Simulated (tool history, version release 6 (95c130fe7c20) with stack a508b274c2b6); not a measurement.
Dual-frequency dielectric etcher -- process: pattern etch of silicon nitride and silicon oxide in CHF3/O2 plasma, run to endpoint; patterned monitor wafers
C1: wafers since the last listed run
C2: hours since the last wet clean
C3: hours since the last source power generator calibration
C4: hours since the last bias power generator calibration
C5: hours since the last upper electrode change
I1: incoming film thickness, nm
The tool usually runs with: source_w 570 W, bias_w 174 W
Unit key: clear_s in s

{"run": 1, "hour": 0.0, "source_w": 570, "bias_w": 174, "C1": 0, "C2": 117.7, "C3": 2040, "C4": 1950.2, "C5": 4810.7, "I1": 289.4, "clear_s": 174.9}
{"run": 2, "hour": 33.7, "source_w": 570, "bias_w": 174, "C1": 182, "C2": 151.4, "C3": 2073.7, "C4": 1983.9, "C5": 4844.4, "I1": 291.4, "clear_s": 176.1}
{"run": 3, "hour": 68.8, "source_w": 570, "bias_w": 174, "C1": 190, "C2": 186.5, "C3": 2108.8, "C4": 2019, "C5": 4879.5, "I1": 290, "clear_s": 175.3}
{"run": 4, "hour": 103.8, "source_w": 510, "bias_w": 174, "C1": 189, "C2": 221.5, "C3": 2143.8, "C4": 2054, "C5": 4914.5, "I1": 291.1, "clear_s": 182.8}
{"run": 5, "hour": 120.4, "source_w": 510, "bias_w": 174, "C1": 89, "C2": 238.1, "C3": 2160.4, "C4": 2070.6, "C5": 4931.1, "I1": 290.1, "clear_s": 181.5}
{"run": 6, "hour": 137.4, "source_w": 570, "bias_w": 174, "C1": 92, "C2": 255.1, "C3": 2177.4, "C4": 2087.6, "C5": 4948.1, "I1": 289.8, "clear_s": 174.8}
{"hour": 186.1, "done": "upper electrode replaced"}
{"run": 7, "hour": 186.6, "source_w": 570, "bias_w": 174, "C1": 136, "C2": 304.3, "C3": 2226.6, "C4": 2136.8, "C5": 0.5, "I1": 288.3, "clear_s": 172.7}
{"run": 8, "hour": 204.7, "source_w": 570, "bias_w": 174, "C1": 98, "C2": 322.4, "C3": 2244.7, "C4": 2154.9, "C5": 18.6, "I1": 289.2, "clear_s": 172.7}
{"hour": 251.4, "done": "wet clean of the chamber"}
{"run": 9, "hour": 263.0, "source_w": 570, "bias_w": 174, "C1": 185, "C2": 11.6, "C3": 2303, "C4": 2213.2, "C5": 76.9, "I1": 286.8, "clear_s": 173.7}
{"run": 10, "hour": 288.7, "source_w": 570, "bias_w": 174, "C1": 139, "C2": 37.3, "C3": 2328.7, "C4": 2238.9, "C5": 102.6, "I1": 292.1, "clear_s": 176.7}
{"run": 11, "hour": 320.7, "source_w": 570, "bias_w": 207, "C1": 173, "C2": 69.3, "C3": 2360.7, "C4": 2270.9, "C5": 134.6, "I1": 288.5, "clear_s": 164.5}
{"run": 12, "hour": 334.3, "source_w": 610, "bias_w": 160, "C1": 73, "C2": 82.9, "C3": 2374.3, "C4": 2284.5, "C5": 148.2, "I1": 289, "clear_s": 175.8}
{"hour": 347.8, "done": "source power generator calibrated"}
{"run": 13, "hour": 354.5, "source_w": 570, "bias_w": 174, "C1": 87, "C2": 103.1, "C3": 6.7, "C4": 2304.7, "C5": 168.4, "I1": 288, "clear_s": 173.8}
{"run": 14, "hour": 387.8, "source_w": 610, "bias_w": 144, "C1": 180, "C2": 136.4, "C3": 40, "C4": 2338, "C5": 201.7, "I1": 290.5, "clear_s": 181.8}
{"run": 15, "hour": 403.2, "source_w": 570, "bias_w": 200, "C1": 83, "C2": 151.8, "C3": 55.4, "C4": 2353.4, "C5": 217.1, "I1": 288.8, "clear_s": 165.3}
{"run": 16, "hour": 427.7, "source_w": 570, "bias_w": 174, "C1": 132, "C2": 176.3, "C3": 79.9, "C4": 2377.9, "C5": 241.6, "I1": 288, "clear_s": 172.4}
{"hour": 431.7, "done": "bias power generator calibrated"}
{"run": 17, "hour": 444.8, "source_w": 510, "bias_w": 174, "C1": 70, "C2": 193.4, "C3": 97, "C4": 13.1, "C5": 258.7, "I1": 288.4, "clear_s": 180.1}
{"run": 18, "hour": 459.8, "source_w": 610, "bias_w": 191, "C1": 81, "C2": 208.4, "C3": 112, "C4": 28.1, "C5": 273.7, "I1": 291.8, "clear_s": 165.5}
{"run": 19, "hour": 473.8, "source_w": 630, "bias_w": 144, "C1": 75, "C2": 222.4, "C3": 126, "C4": 42.1, "C5": 287.7, "I1": 290.7, "clear_s": 178.8}
{"run": 20, "hour": 492.5, "source_w": 570, "bias_w": 174, "C1": 101, "C2": 241.1, "C3": 144.7, "C4": 60.8, "C5": 306.4, "I1": 289.6, "clear_s": 173.3}
{"run": 21, "hour": 524.5, "source_w": 680, "bias_w": 212, "C1": 173, "C2": 273.1, "C3": 176.7, "C4": 92.8, "C5": 338.4, "I1": 288.2, "clear_s": 151.8}
{"run": 22, "hour": 549.1, "source_w": 660, "bias_w": 217, "C1": 133, "C2": 297.7, "C3": 201.3, "C4": 117.4, "C5": 363, "I1": 289.6, "clear_s": 152.3}
{"run": 23, "hour": 562.1, "source_w": 490, "bias_w": 186, "C1": 70, "C2": 310.7, "C3": 214.3, "C4": 130.4, "C5": 376, "I1": 289.1, "clear_s": 177.5}

Predict each of these 5 candidate next runs independently; none follows another, all start after run 23:
{"run": "A", "hour": 562.6, "source_w": 660, "bias_w": 174, "C1": 2, "C2": 311.2, "C3": 214.8, "C4": 130.9, "C5": 376.5, "I1": 290.4, "clear_s": "?"}
{"run": "B", "hour": 562.6, "source_w": 570, "bias_w": 186, "C1": 2, "C2": 311.2, "C3": 214.8, "C4": 130.9, "C5": 376.5, "I1": 290.4, "clear_s": "?"}
{"run": "C", "hour": 562.6, "source_w": 690, "bias_w": 174, "C1": 2, "C2": 311.2, "C3": 214.8, "C4": 130.9, "C5": 376.5, "I1": 290.4, "clear_s": "?"}
{"run": "D", "hour": 562.6, "source_w": 510, "bias_w": 205, "C1": 2, "C2": 311.2, "C3": 214.8, "C4": 130.9, "C5": 376.5, "I1": 290.4, "clear_s": "?"}
{"run": "E", "hour": 562.6, "source_w": 640, "bias_w": 206, "C1": 2, "C2": 311.2, "C3": 214.8, "C4": 130.9, "C5": 376.5, "I1": 290.4, "clear_s": "?"}

run=A clear_s=164.4
run=B clear_s=169.2
run=C clear_s=161.8
run=D clear_s=170
run=E clear_s=156.9
Without the tool's unlogged condition, the same runs would have read:
run=A clear_s=168
run=B clear_s=172.9
run=C clear_s=165.3
run=D clear_s=173.7
run=E clear_s=160.3
